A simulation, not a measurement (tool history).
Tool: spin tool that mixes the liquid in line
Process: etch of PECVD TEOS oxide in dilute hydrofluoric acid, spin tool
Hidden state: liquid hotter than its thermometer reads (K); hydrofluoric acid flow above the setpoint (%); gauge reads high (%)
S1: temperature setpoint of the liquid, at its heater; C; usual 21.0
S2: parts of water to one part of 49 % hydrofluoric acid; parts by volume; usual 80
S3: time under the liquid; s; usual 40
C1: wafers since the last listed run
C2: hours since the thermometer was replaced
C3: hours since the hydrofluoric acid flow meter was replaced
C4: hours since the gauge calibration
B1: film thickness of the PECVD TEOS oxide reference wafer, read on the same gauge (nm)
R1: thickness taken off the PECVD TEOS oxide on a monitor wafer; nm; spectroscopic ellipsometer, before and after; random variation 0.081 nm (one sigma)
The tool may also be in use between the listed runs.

run    hour    S1   S2  S3    C1      C2      C3     C4      B1     R1
  1     0.0  24.5   80  20     0   644.0  1426.0  397.0  139.97   5.59
  2   188.8  24.5   80  20  1811   832.8  1614.8  585.8  140.02   5.62
  3   256.6  21.0   80  40   650   900.6  1682.6  653.6  140.01   9.71
  4   291.9  21.0   80  40   338   935.9  1717.9  688.9  139.95   9.73
  5   321.6  21.0   80  40   284   965.6  1747.6  718.6  140.00   9.58
  6   391.3  23.0   80  40   668  1035.3  1817.3  788.3  140.01  10.65
      434.6  -- gauge calibrated
  7   460.7  21.0   70  40   665  1104.7  1886.7   26.1  140.00  11.17
      489.9  -- hydrofluoric acid flow meter replaced
  8   497.7  21.0   70  40   345  1141.7     7.8   63.1  139.97  10.40
  9   567.5  21.0   80  40   669  1211.5    77.6  132.9  139.96   9.06
 10   638.9  21.0   80  40   684  1282.9   149.0  204.3  140.04   9.02
 11   665.3  21.0   80  40   253  1309.3   175.4  230.7  140.02   8.99
 12   701.8  21.0   80  40   350  1345.8   211.9  267.2  139.95   9.11
 13   731.7  17.0   80  40   286  1375.7   241.8  297.1  140.01   7.69
 14   794.7  21.0   60  25   604  1438.7   304.8  360.1  140.04   7.89
 15   848.9  17.0  115  20   519  1492.9   359.0  414.3  139.94   2.54
 16   919.8  21.0  105  40   680  1563.8   429.9  485.2  139.99   6.76
 17   964.0  21.0   60  25   423  1608.0   474.1  529.4  140.06   7.78
 18  1016.4  21.0   80  40   502  1660.4   526.5  581.8  139.98   9.14
 19  1059.8  21.0   80  40   416  1703.8   569.9  625.2  140.05   9.30
     1091.4  -- thermometer replaced
 20  1091.9  17.5   80  30   298     0.5   602.0  657.3  139.97   5.98
 21  1156.9  22.5   95  50   623    65.5   667.0  722.3  139.96  10.41
 22  1227.5  23.0  120  25   677   136.1   737.6  792.9  140.02   4.06
 23  1279.7  23.5   80  40   500   188.3   789.8  845.1  140.02  10.39
 24  1322.8  18.5   80  40   413   231.4   832.9  888.2  139.95   8.39
 25  1378.7  22.5  105  25   536   287.3   888.8  944.1  140.01   4.62

3 ways to go on from here, each from the tool as it stands after run 25. What would each give?
  A  1379.1  21.0   80  40   3  287.7  889.2  944.5   ?   ?
  B  1379.1  23.5   65  55   3  287.7  889.2  944.5   ?   ?
  C  1379.1  19.5  100  30   3  287.7  889.2  944.5   ?   ?

run      B1     R1
  A  140.03   9.29
  B  140.03  17.74
  C  140.03   5.13
Without the tool's hidden state the same runs would have given:
run     R1
  A   8.83
  B  16.87
  C   4.87
